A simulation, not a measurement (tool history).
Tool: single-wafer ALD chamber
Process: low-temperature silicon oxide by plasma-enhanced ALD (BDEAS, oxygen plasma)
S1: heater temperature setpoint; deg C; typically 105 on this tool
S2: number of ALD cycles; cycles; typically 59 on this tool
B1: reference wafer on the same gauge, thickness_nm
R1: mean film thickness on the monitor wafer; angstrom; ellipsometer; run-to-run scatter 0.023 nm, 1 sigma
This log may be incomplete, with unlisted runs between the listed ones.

{"run": 1, "hour": 0.0, "S1": 105, "S2": 59, "B1": 6.739, "R1": 79.99}
{"run": 2, "hour": 15.9, "S1": 105, "S2": 59, "B1": 6.737, "R1": 79.72}
{"run": 3, "hour": 24.6, "S1": 105, "S2": 53, "B1": 6.736, "R1": 71.46}
{"run": 4, "hour": 32.9, "S1": 105, "S2": 53, "B1": 6.742, "R1": 71.36}
{"run": 5, "hour": 48.8, "S1": 105, "S2": 53, "B1": 6.741, "R1": 71.45}
{"run": 6, "hour": 56.4, "S1": 105, "S2": 54, "B1": 6.739, "R1": 72.83}
{"run": 7, "hour": 67.5, "S1": 105, "S2": 54, "B1": 6.74, "R1": 72.53}
{"run": 8, "hour": 80.9, "S1": 105, "S2": 54, "B1": 6.738, "R1": 72.52}
{"run": 9, "hour": 91.1, "S1": 105, "S2": 59, "B1": 6.745, "R1": 79.27}
{"run": 10, "hour": 100.4, "S1": 105, "S2": 59, "B1": 6.737, "R1": 79.05}
{"run": 11, "hour": 112.8, "S1": 105, "S2": 59, "B1": 6.736, "R1": 79.15}
{"run": 12, "hour": 122.0, "S1": 105, "S2": 59, "B1": 6.741, "R1": 79.59}
{"run": 13, "hour": 134.9, "S1": 99, "S2": 56, "B1": 6.742, "R1": 76.44}
{"hour": 136.5, "done": "gauge calibrated"}
{"run": 14, "hour": 150.3, "S1": 101, "S2": 64, "B1": 6.742, "R1": 86.45}
{"run": 15, "hour": 167.8, "S1": 112, "S2": 64, "B1": 6.74, "R1": 85.09}
{"run": 16, "hour": 182.1, "S1": 94, "S2": 50, "B1": 6.739, "R1": 69.2}
{"hour": 194.4, "done": "thermocouple changed; heater temperature recalibrated"}
{"run": 17, "hour": 195.7, "S1": 95, "S2": 50, "B1": 6.742, "R1": 68.94}
{"run": 18, "hour": 212.8, "S1": 111, "S2": 59, "B1": 6.74, "R1": 78.63}
{"run": 19, "hour": 223.4, "S1": 105, "S2": 53, "B1": 6.746, "R1": 71.59}
{"run": 20, "hour": 237.9, "S1": 109, "S2": 59, "B1": 6.742, "R1": 78.98}
{"run": 21, "hour": 252.2, "S1": 101, "S2": 59, "B1": 6.741, "R1": 79.49}

Below are 3 alternative next runs, each starting from the tool's condition after run 21. Predict each:
{"run": "A", "hour": 252.7, "S1": 105, "S2": 49, "B1": "?", "R1": "?"}
{"run": "B", "hour": 252.7, "S1": 97, "S2": 50, "B1": "?", "R1": "?"}
{"run": "C", "hour": 252.7, "S1": 99, "S2": 70, "B1": "?", "R1": "?"}

run=A B1=6.734 R1=65.86
run=B B1=6.734 R1=68.36
run=C B1=6.734 R1=95.09
Take away the tool's hidden state, keep each run's random variation, and the runs would have read:
run=A R1=65.86
run=B R1=68.36
run=C R1=95.09
